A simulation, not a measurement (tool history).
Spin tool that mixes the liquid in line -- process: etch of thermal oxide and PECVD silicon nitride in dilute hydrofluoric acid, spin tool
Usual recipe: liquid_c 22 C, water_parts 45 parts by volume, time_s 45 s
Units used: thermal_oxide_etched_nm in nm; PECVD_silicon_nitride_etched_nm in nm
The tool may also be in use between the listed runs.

run	hour	liquid_c	water_parts	time_s	wafers since the last listed run	hours since the thermometer was replaced	hours since the hydrofluoric acid flow meter was replaced	hours since the gauge calibration	read-back film thickness of the thermal oxide reference wafer, read on the same gauge (nm)	read-back film thickness of the PECVD silicon nitride reference wafer, read on the same gauge (nm)	thermal_oxide_etched_nm	PECVD_silicon_nitride_etched_nm
1	0	22	45	45	0	1205.7	1622.5	663.2	50.024	49.986	4.485	2.596
2	80.4	22	45	45	600	1286.1	1702.9	743.6	50.015	49.995	4.498	2.635
# hour 151.3: gauge calibrated
3	169.7	22	45	45	666	1375.4	1792.2	18.4	49.965	49.983	4.53	2.619
4	227.5	22	45	45	431	1433.2	1850	76.2	49.993	50.022	4.501	2.631
5	285.9	22	45	45	436	1491.6	1908.4	134.6	50.012	49.997	4.517	2.604
6	331.3	22	45	45	339	1537	1953.8	180	50.023	49.99	4.542	2.638
7	405.1	22	45	45	551	1610.8	2027.6	253.8	50.013	49.973	4.577	2.695
8	441.4	22	45	45	271	1647.1	2063.9	290.1	49.99	50.011	4.584	2.616
9	477.5	22	30	45	269	1683.2	2100	326.2	50.02	50.011	6.965	3.921
10	549.5	22	45	45	537	1755.2	2172	398.2	49.984	49.987	4.624	2.605
11	619.4	25.5	45	40	522	1825.1	2241.9	468.1	50.028	49.981	4.746	3.059
12	679.4	19	30	25	448	1885.1	2301.9	528.1	49.983	50.02	3.454	1.799
# hour 694.9: thermometer replaced
13	729.7	18	45	45	368	34.8	2352.2	578.4	49.999	49.994	3.879	2.024
14	816.8	22	45	45	650	121.9	2439.3	665.5	50.02	50.009	4.648	2.721
# hour 915.1: gauge calibrated
15	919.6	26.5	50	55	767	224.7	2542.1	4.5	50.017	50.002	6.134	3.985
# hour 1063.4: hydrofluoric acid flow meter replaced
16	1205.1	24.5	45	45	2124	510.2	141.7	290	49.991	49.984	4.612	2.919
17	1257.1	22	45	30	388	562.2	193.7	342	49.996	50.004	2.804	1.62
18	1348.9	17.5	40	40	685	654	285.5	433.8	49.957	49.979	3.482	1.802
19	1413	22	45	45	478	718.1	349.6	497.9	50.012	50.03	4.181	2.502

Hidden state at the last listed run before each entry between runs and at the first one after, where it differs:
Logged between run 2 and run 3: gauge calibrated (hour 151.3)
  hydrofluoric acid flow above the setpoint (%): 10.1 -> 10.5
  measured result minus the result with no hidden state, thermal_oxide_etched_nm: +0.433 -> +0.454 nm; PECVD_silicon_nitride_etched_nm: +0.235 -> +0.243 nm
Logged between run 12 and run 13: thermometer replaced (hour 694.9)
  hydrofluoric acid flow above the setpoint (%): 13.1 -> 13.3
  measured result minus the result with no hidden state, thermal_oxide_etched_nm: +0.41 -> +0.476 nm; PECVD_silicon_nitride_etched_nm: +0.2 -> +0.23 nm
Logged between run 14 and run 15: gauge calibrated (hour 915.1)
  hydrofluoric acid flow above the setpoint (%): 13.7 -> 14.3
  measured result minus the result with no hidden state, thermal_oxide_etched_nm: +0.59 -> +0.812 nm; PECVD_silicon_nitride_etched_nm: +0.321 -> +0.488 nm
Logged between run 15 and run 16: hydrofluoric acid flow meter replaced (hour 1063.4)
  hydrofluoric acid flow above the setpoint (%): 14.3 -> 2.92
  measured result minus the result with no hidden state, thermal_oxide_etched_nm: +0.812 -> +0.139 nm; PECVD_silicon_nitride_etched_nm: +0.488 -> +0.081 nm

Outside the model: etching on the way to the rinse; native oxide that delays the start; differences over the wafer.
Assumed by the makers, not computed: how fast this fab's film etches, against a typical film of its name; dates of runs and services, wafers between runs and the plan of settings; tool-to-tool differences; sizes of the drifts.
